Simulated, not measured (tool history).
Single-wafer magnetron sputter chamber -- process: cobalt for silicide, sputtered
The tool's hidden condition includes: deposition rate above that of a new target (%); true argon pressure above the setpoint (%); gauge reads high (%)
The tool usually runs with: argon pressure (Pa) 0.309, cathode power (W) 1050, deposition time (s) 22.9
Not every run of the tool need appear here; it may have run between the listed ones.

run   hour  argon pressure (Pa)  cathode power (W)  deposition time (s)  wafers since the last listed run  wafers on the sputter target  hours since the last manometer calibration  hours since the magnet pack was replaced  hours since the gauge calibration  read-back reference wafer on the same gauge, thickness_nm  mean film thickness on the monitor wafer (Å)
  1      0                0.309               1050                 25.8                                 0                          2016                                      1669.2                                      15.6                              249.5                                                     13.475                                         128.4
  2   34.2                0.309               1050                 25.8                               469                          2486                                      1703.4                                      49.8                              283.7                                                     13.499                                        128.81
  3   58.6                0.309               1050                 22.9                               334                          2820                                      1727.8                                      74.2                              308.1                                                     13.508                                        114.16
  4   76.4                0.309               1050                 22.9                               244                          3065                                      1745.6                                        92                              325.9                                                     13.514                                        113.55
  5  103.1                0.309               1050                 22.9                               366                          3431                                      1772.3                                     118.7                              352.6                                                     13.537                                        113.53
  6  121.6                0.309               1050                 22.9                               253                          3685                                      1790.8                                     137.2                              371.1                                                     13.483                                        114.29
  7  140.9                0.309               1050                 22.9                               264                          3950                                      1810.1                                     156.5                              390.4                                                     13.508                                        113.19
  8    164                0.309               1050                 22.9                               317                          4267                                      1833.2                                     179.6                              413.5                                                     13.517                                        112.46
  9  192.5                0.388               1050                 22.9                               391                          4658                                      1861.7                                     208.1                                442                                                     13.474                                        109.29
 10  217.4                0.309               1050                 24.5                               341                          5000                                      1886.6                                       233                              466.9                                                     13.526                                        121.17
 11  229.6                0.386               1300                 22.9                               167                          5168                                      1898.8                                     245.2                              479.1                                                     13.465                                         135.5
 12  247.7                0.237               1050                 26.4                               248                          5416                                      1916.9                                     263.3                              497.2                                                     13.499                                         134.1
 13    278                0.209                950                 25.1                               415                          5832                                      1947.2                                     293.6                              527.5                                                     13.525                                        116.17
 14  303.1                0.379                850                 20.2                               344                          6177                                      1972.3                                     318.7                              552.6                                                     13.517                                         78.17
 15    335                0.309                800                 22.9                               437                          6615                                      2004.2                                     350.6                              584.5                                                     13.503                                         85.36
 16  350.2                0.309               1050                 22.9                               208                          6823                                      2019.4                                     365.8                              599.7                                                      13.48                                        112.16
 17  369.5                0.347               1050                   21                               264                          7088                                      2038.7                                     385.1                                619                                                     13.528                                        100.57
 18  396.8                0.256               1050                 22.9                               374                          7463                                        2066                                     412.4                              646.3                                                     13.495                                        116.05
     425.4  -- sputter target and shields replaced
 19  425.9                0.342               1300                 22.9                               289                             6                                      2095.1                                     441.5                              675.4                                                     13.524                                         144.9
 20  457.5                0.309               1150                 18.4                               433                           440                                      2126.7                                     473.1                                707                                                     13.482                                        103.03
 21  492.6                0.309               1050                 22.9                               481                           922                                      2161.8                                     508.2                              742.1                                                     13.519                                        116.22
     515.3  -- capacitance manometer re-zeroed and calibrated
     516.6  -- gauge calibrated
 22  519.1                0.213               1300                 22.9                               253                          1176                                         3.8                                     534.7                                2.5                                                      13.51                                        147.51
 23  542.6                0.309               1200                 18.7                               322                          1498                                        27.3                                     558.2                                 26                                                     13.514                                        106.27
 24  578.2                0.309               1300                 22.9                               488                          1987                                        62.9                                     593.8                               61.6                                                     13.488                                        140.32
 25  606.6                0.309               1050                 22.9                               389                          2377                                        91.3                                     622.2                                 90                                                     13.499                                        113.16
 26  631.8                0.309               1050                 22.9                               345                          2723                                       116.5                                     647.4                              115.2                                                     13.461                                         112.5
 27  654.6                0.216                950                 21.5                               312                          3036                                       139.3                                     670.2                                138                                                     13.517                                         99.83
 28  670.5                0.233                900                 24.4                               218                          3254                                       155.2                                     686.1                              153.9                                                     13.477                                        105.29
 29  691.4                0.309               1050                 22.9                               286                          3541                                       176.1                                       707                              174.8                                                     13.502                                        112.19
 30  704.8                0.309               1050                 24.1                               183                          3725                                       189.5                                     720.4                              188.2                                                     13.482                                        118.46
 31  733.2                0.269               1050                 22.9                               389                          4115                                       217.9                                     748.8                              216.6                                                     13.492                                        113.58
 32  757.4                 0.22                900                 25.5                               332                          4447                                       242.1                                       773                              240.8                                                     13.515                                        110.46
 33  793.3                0.233               1150                 18.4                               492                          4940                                         278                                     808.9                              276.7                                                     13.484                                        102.86
 34  824.6                0.256               1200                 26.7                               429                          5369                                       309.3                                     840.2                                308                                                      13.48                                        152.62

Entry by entry between the runs, the difference in hidden state between the last listed run before and the first listed run after:
Run 18 -> run 19: sputter target and shields replaced (hour 425.4)
  deposition rate above that of a new target (%): -6.12 -> -1.13
  measured result minus the result with no hidden state, mean film thickness on the monitor wafer (Å): -7.56 -> -1.66
Run 21 -> run 22: capacitance manometer re-zeroed and calibrated (hour 515.3); gauge calibrated (hour 516.6)
  deposition rate above that of a new target (%): -3.03 -> -3.6
  measured result minus the result with no hidden state, mean film thickness on the monitor wafer (Å): -3.63 -> -5.51
